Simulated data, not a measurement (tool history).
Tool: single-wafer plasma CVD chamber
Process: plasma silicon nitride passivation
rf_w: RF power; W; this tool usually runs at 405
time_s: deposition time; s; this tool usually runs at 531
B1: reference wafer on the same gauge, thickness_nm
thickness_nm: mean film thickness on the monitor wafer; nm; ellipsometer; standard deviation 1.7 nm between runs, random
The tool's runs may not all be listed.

run 1 hour=0.0 | rf_w=405 time_s=531 | B1=699.361 | thickness_nm=764.659
run 2 hour=28.8 | rf_w=405 time_s=531 | B1=699.203 | thickness_nm=763.035
run 3 hour=60.0 | rf_w=405 time_s=531 | B1=698.724 | thickness_nm=764.469
run 4 hour=73.6 | rf_w=430 time_s=473 | B1=698.695 | thickness_nm=696.291
run 5 hour=93.8 | rf_w=430 time_s=473 | B1=699.498 | thickness_nm=699.054
run 6 hour=128.6 | rf_w=430 time_s=473 | B1=698.768 | thickness_nm=695.323
run 7 hour=151.5 | rf_w=405 time_s=531 | B1=698.706 | thickness_nm=763.959
run 8 hour=180.8 | rf_w=405 time_s=531 | B1=699.133 | thickness_nm=760.296
run 9 hour=203.3 | rf_w=430 time_s=531 | B1=698.267 | thickness_nm=781.601
run 10 hour=238.3 | rf_w=430 time_s=531 | B1=698.962 | thickness_nm=779.228
run 11 hour=281.3 | rf_w=365 time_s=460 | B1=699.411 | thickness_nm=625.060
run 12 hour=315.5 | rf_w=405 time_s=531 | B1=698.309 | thickness_nm=758.469
run 13 hour=334.4 | rf_w=405 time_s=531 | B1=699.476 | thickness_nm=757.677
run 14 hour=347.8 | rf_w=405 time_s=531 | B1=699.339 | thickness_nm=761.681
run 15 hour=367.5 | rf_w=405 time_s=531 | B1=698.901 | thickness_nm=758.866
-- hour=382.0 gauge calibrated
run 16 hour=398.7 | rf_w=405 time_s=556 | B1=698.368 | thickness_nm=790.545
run 17 hour=429.7 | rf_w=405 time_s=531 | B1=699.226 | thickness_nm=755.992
run 18 hour=447.5 | rf_w=405 time_s=531 | B1=699.276 | thickness_nm=755.246
run 19 hour=468.7 | rf_w=405 time_s=531 | B1=698.861 | thickness_nm=759.348
run 20 hour=497.1 | rf_w=405 time_s=531 | B1=699.374 | thickness_nm=755.516
run 21 hour=520.0 | rf_w=405 time_s=569 | B1=698.511 | thickness_nm=808.463
run 22 hour=546.2 | rf_w=405 time_s=482 | B1=699.204 | thickness_nm=684.597
run 23 hour=607.4 | rf_w=405 time_s=531 | B1=699.203 | thickness_nm=752.434
run 24 hour=642.9 | rf_w=335 time_s=447 | B1=699.445 | thickness_nm=581.503
run 25 hour=674.3 | rf_w=450 time_s=531 | B1=699.173 | thickness_nm=784.040
run 26 hour=703.0 | rf_w=405 time_s=531 | B1=699.430 | thickness_nm=750.599
run 27 hour=731.1 | rf_w=405 time_s=495 | B1=698.744 | thickness_nm=700.040
run 28 hour=762.9 | rf_w=405 time_s=531 | B1=699.027 | thickness_nm=749.267
-- hour=772.4 showerhead replaced
-- hour=785.0 RF generator calibrated
run 29 hour=791.4 | rf_w=405 time_s=531 | B1=698.873 | thickness_nm=770.099
run 30 hour=824.3 | rf_w=360 time_s=531 | B1=699.058 | thickness_nm=730.703
run 31 hour=889.9 | rf_w=465 time_s=430 | B1=698.634 | thickness_nm=662.134
run 32 hour=908.2 | rf_w=425 time_s=562 | B1=698.513 | thickness_nm=832.991
run 33 hour=925.2 | rf_w=405 time_s=531 | B1=698.873 | thickness_nm=769.981
run 34 hour=955.6 | rf_w=405 time_s=433 | B1=699.183 | thickness_nm=627.315
run 35 hour=979.1 | rf_w=405 time_s=531 | B1=699.457 | thickness_nm=767.579
run 36 hour=1001.5 | rf_w=380 time_s=582 | B1=698.469 | thickness_nm=820.306
run 37 hour=1023.5 | rf_w=340 time_s=434 | B1=699.092 | thickness_nm=580.187
run 38 hour=1037.2 | rf_w=405 time_s=531 | B1=698.941 | thickness_nm=768.066
run 39 hour=1069.4 | rf_w=460 time_s=590 | B1=699.116 | thickness_nm=897.496
run 40 hour=1091.4 | rf_w=405 time_s=531 | B1=698.810 | thickness_nm=767.305
run 41 hour=1115.9 | rf_w=335 time_s=595 | B1=699.462 | thickness_nm=786.334

Below, some changes in thickness_nm between adjacent runs. For each, the amount present without the hidden state too (settings, incoming material, random variation) and the amount remaining for the hidden state with gauge scatter not shared by both compared results:
What the log doesn't record here: delivered RF power above the setpoint (%); gauge reads high (%).
Run 23 -> 24: rf_w 405 -> 335, time_s 531 -> 447. thickness_nm -170.931 nm: hidden state +4.401, all else -175.332.
Run 24 -> 25: rf_w 335 -> 450, time_s 447 -> 531. thickness_nm +202.537 nm: hidden state -6.650, all else +209.187.
Run 28 -> 29: showerhead replaced, RF generator calibrated. thickness_nm +20.832 nm: hidden state +21.786, all else -0.954.
Run 36 -> 37: rf_w 380 -> 340, time_s 582 -> 434. thickness_nm -240.119 nm: hidden state +1.737, all else -241.856.
Run 37 -> 38: rf_w 340 -> 405, time_s 434 -> 531. thickness_nm +187.879 nm: hidden state -1.935, all else +189.814.

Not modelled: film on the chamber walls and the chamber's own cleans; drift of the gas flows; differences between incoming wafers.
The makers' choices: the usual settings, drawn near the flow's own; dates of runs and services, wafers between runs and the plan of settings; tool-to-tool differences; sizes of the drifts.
